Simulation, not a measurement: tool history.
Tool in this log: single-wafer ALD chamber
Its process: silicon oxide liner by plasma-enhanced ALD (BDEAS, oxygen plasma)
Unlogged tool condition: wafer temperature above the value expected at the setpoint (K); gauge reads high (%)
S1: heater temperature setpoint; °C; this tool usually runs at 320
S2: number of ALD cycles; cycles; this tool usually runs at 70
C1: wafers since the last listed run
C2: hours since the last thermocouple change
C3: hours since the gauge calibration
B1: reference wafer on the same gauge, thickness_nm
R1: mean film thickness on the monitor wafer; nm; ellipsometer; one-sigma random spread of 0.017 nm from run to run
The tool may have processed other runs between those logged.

Run 1, hour 0.0: usual settings; C1 0; C2 1107.9; C3 22.1; B1 7.555. Result: R1 6.803 nm.
Run 2, hour 63.2: usual settings; C1 232; C2 1171.1; C3 85.3; B1 7.548. Result: R1 6.799 nm.
Run 3, hour 146.4: usual settings; C1 305; C2 1254.3; C3 168.5; B1 7.553. Result: R1 6.799 nm.
Run 4, hour 203.4: usual settings; C1 209; C2 1311.3; C3 225.5; B1 7.562. Result: R1 6.783 nm.
Run 5, hour 289.3: usual settings; C1 315; C2 1397.2; C3 311.4; B1 7.566. Result: R1 6.843 nm.
Run 6, hour 388.1: usual settings; C1 362; C2 1496.0; C3 410.2; B1 7.573. Result: R1 6.807 nm.
Run 7, hour 459.8: usual settings but S1 325 °C, S2 73 cycles; C1 263; C2 1567.7; C3 481.9; B1 7.571. Result: R1 7.041 nm.
Run 8, hour 515.8: usual settings but S1 325 °C, S2 73 cycles; C1 205; C2 1623.7; C3 537.9; B1 7.572. Result: R1 7.075 nm.
Run 9, hour 556.4: usual settings but S2 63 cycles; C1 149; C2 1664.3; C3 578.5; B1 7.578. Result: R1 6.126 nm.
At hour 591.0: thermocouple changed; heater temperature recalibrated.
Run 10, hour 620.3: usual settings but S2 63 cycles; C1 205; C2 29.3; C3 642.4; B1 7.582. Result: R1 6.113 nm.
Run 11, hour 714.1: usual settings but S2 63 cycles; C1 344; C2 123.1; C3 736.2; B1 7.600. Result: R1 6.146 nm.
Run 12, hour 804.2: usual settings; C1 330; C2 213.2; C3 826.3; B1 7.609. Result: R1 6.867 nm.
Run 13, hour 853.1: usual settings but S1 327 °C, S2 76 cycles; C1 179; C2 262.1; C3 875.2; B1 7.616. Result: R1 7.401 nm.
Run 14, hour 895.6: usual settings but S1 315 °C, S2 59 cycles; C1 156; C2 304.6; C3 917.7; B1 7.618. Result: R1 5.825 nm.
Run 15, hour 948.7: usual settings; C1 195; C2 357.7; C3 970.8; B1 7.629. Result: R1 6.917 nm.
Run 16, hour 1024.7: usual settings but S1 331 °C, S2 59 cycles; C1 279; C2 433.7; C3 1046.8; B1 7.642. Result: R1 5.727 nm.
Run 17, hour 1088.9: usual settings but S1 330 °C; C1 235; C2 497.9; C3 1111.0; B1 7.654. Result: R1 6.823 nm.
Run 18, hour 1126.1: usual settings; C1 136; C2 535.1; C3 1148.2; B1 7.663. Result: R1 6.902 nm.
At hour 1151.4: gauge calibrated.
Run 19, hour 1220.5: usual settings but S1 327 °C, S2 82 cycles; C1 346; C2 629.5; C3 69.1; B1 7.563. Result: R1 7.877 nm.
Run 20, hour 1257.8: usual settings but S1 309 °C, S2 77 cycles; C1 136; C2 666.8; C3 106.4; B1 7.554. Result: R1 7.642 nm.
Run 21, hour 1334.1: usual settings; C1 280; C2 743.1; C3 182.7; B1 7.569. Result: R1 6.789 nm.
Run 22, hour 1611.8: usual settings but S1 313 °C, S2 79 cycles; C1 1019; C2 1020.8; C3 460.4; B1 7.582. Result: R1 7.759 nm.
Run 23, hour 1658.6: usual settings but S1 306 °C, S2 76 cycles; C1 171; C2 1067.6; C3 507.2; B1 7.585. Result: R1 7.550 nm.
Run 24, hour 1737.9: usual settings but S1 332 °C, S2 63 cycles; C1 291; C2 1146.9; C3 586.5; B1 7.590. Result: R1 6.071 nm.

Predict each of these 4 candidate next runs independently; none follows another, all start after run 24:
Run A, hour 1738.4: usual settings but S2 78 cycles; C1 1; C2 1147.4; C3 587.0; B1 ?. Result: R1 ?.
Run B, hour 1738.4: usual settings but S1 314 °C, S2 64 cycles; C1 1; C2 1147.4; C3 587.0; B1 ?. Result: R1 ?.
Run C, hour 1738.4: usual settings but S1 312 °C, S2 62 cycles; C1 1; C2 1147.4; C3 587.0; B1 ?. Result: R1 ?.
Run D, hour 1738.4: usual settings but S1 307 °C, S2 81 cycles; C1 1; C2 1147.4; C3 587.0; B1 ?. Result: R1 ?.

run     B1     R1
  A  7.590  7.620
  B  7.590  6.302
  C  7.590  6.121
  D  7.590  8.049
Stripped of hidden state, with their random variation kept, the same runs would have yielded:
run     R1
  A  7.579
  B  6.268
  C  6.088
  D  8.006

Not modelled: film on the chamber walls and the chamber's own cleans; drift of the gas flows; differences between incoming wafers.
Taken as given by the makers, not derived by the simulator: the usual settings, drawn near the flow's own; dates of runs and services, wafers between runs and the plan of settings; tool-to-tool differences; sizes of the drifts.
